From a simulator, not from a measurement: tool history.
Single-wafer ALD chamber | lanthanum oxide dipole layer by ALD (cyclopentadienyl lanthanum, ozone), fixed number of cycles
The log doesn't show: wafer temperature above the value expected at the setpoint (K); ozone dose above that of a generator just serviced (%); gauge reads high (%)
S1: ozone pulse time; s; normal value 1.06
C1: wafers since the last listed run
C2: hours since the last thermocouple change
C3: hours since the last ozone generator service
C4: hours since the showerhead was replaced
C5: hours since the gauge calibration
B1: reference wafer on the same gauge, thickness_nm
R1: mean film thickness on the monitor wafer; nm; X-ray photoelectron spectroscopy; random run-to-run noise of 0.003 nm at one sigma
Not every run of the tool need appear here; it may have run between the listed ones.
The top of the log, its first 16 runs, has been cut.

Run 17, hour 824.7: usual settings; C1 1126; C2 123.9; C3 1158.5; C4 2019.7; C5 1014.5; B1 0.602. Result: R1 0.520 nm.
Run 18, hour 859.0: usual settings but S1 0.86 s; C1 847; C2 158.2; C3 1192.8; C4 2054.0; C5 1048.8; B1 0.601. Result: R1 0.478 nm.
Run 19, hour 913.9: usual settings but S1 1.39 s; C1 1356; C2 213.1; C3 1247.7; C4 2108.9; C5 1103.7; B1 0.603. Result: R1 0.558 nm.
At hour 938.6: ozone generator serviced.
Run 20, hour 972.2: usual settings but S1 0.74 s; C1 1242; C2 271.4; C3 33.6; C4 2167.2; C5 1162.0; B1 0.602. Result: R1 0.456 nm.
Run 21, hour 1042.9: usual settings but S1 0.72 s; C1 1746; C2 342.1; C3 104.3; C4 2237.9; C5 1232.7; B1 0.602. Result: R1 0.443 nm.
Run 22, hour 1087.2: usual settings but S1 1.44 s; C1 1094; C2 386.4; C3 148.6; C4 2282.2; C5 1277.0; B1 0.603. Result: R1 0.573 nm.
Run 23, hour 1139.0: usual settings but S1 0.83 s; C1 1279; C2 438.2; C3 200.4; C4 2334.0; C5 1328.8; B1 0.602. Result: R1 0.482 nm.
Run 24, hour 1204.6: usual settings; C1 1620; C2 503.8; C3 266.0; C4 2399.6; C5 1394.4; B1 0.601. Result: R1 0.525 nm.
At hour 1225.8: gauge calibrated.
At hour 1247.6: showerhead replaced.
Run 25, hour 1248.2: usual settings but S1 0.91 s; C1 879; C2 547.4; C3 309.6; C4 0.6; C5 22.4; B1 0.603. Result: R1 0.496 nm.
Run 26, hour 1293.8: usual settings but S1 1.18 s; C1 1126; C2 593.0; C3 355.2; C4 46.2; C5 68.0; B1 0.604. Result: R1 0.538 nm.
Run 27, hour 1381.8: usual settings; C1 2174; C2 681.0; C3 443.2; C4 134.2; C5 156.0; B1 0.603. Result: R1 0.520 nm.
Run 28, hour 1442.6: usual settings but S1 0.94 s; C1 1502; C2 741.8; C3 504.0; C4 195.0; C5 216.8; B1 0.601. Result: R1 0.498 nm.
Run 29, hour 1497.9: usual settings but S1 0.85 s; C1 1366; C2 797.1; C3 559.3; C4 250.3; C5 272.1; B1 0.602. Result: R1 0.479 nm.
Run 30, hour 1533.7: usual settings but S1 1.24 s; C1 884; C2 832.9; C3 595.1; C4 286.1; C5 307.9; B1 0.602. Result: R1 0.550 nm.
Run 31, hour 1573.2: usual settings but S1 0.86 s; C1 975; C2 872.4; C3 634.6; C4 325.6; C5 347.4; B1 0.601. Result: R1 0.480 nm.

5 ways to go on from here, each from the tool as it stands after run 31. What would each give?
Run A, hour 1573.6: usual settings; C1 9; C2 872.8; C3 635.0; C4 326.0; C5 347.8; B1 ?. Result: R1 ?.
Run B, hour 1573.6: usual settings but S1 1.36 s; C1 9; C2 872.8; C3 635.0; C4 326.0; C5 347.8; B1 ?. Result: R1 ?.
Run C, hour 1573.6: usual settings but S1 0.84 s; C1 9; C2 872.8; C3 635.0; C4 326.0; C5 347.8; B1 ?. Result: R1 ?.
Run D, hour 1573.6: usual settings but S1 0.65 s; C1 9; C2 872.8; C3 635.0; C4 326.0; C5 347.8; B1 ?. Result: R1 ?.
Run E, hour 1573.6: usual settings but S1 0.70 s; C1 9; C2 872.8; C3 635.0; C4 326.0; C5 347.8; B1 ?. Result: R1 ?.

run     B1     R1
  A  0.602  0.526
  B  0.602  0.565
  C  0.602  0.476
  D  0.602  0.411
  E  0.602  0.431
Had the tool no hidden state, the same runs would have come out as:
run     R1
  A  0.538
  B  0.574
  C  0.492
  D  0.428
  E  0.448

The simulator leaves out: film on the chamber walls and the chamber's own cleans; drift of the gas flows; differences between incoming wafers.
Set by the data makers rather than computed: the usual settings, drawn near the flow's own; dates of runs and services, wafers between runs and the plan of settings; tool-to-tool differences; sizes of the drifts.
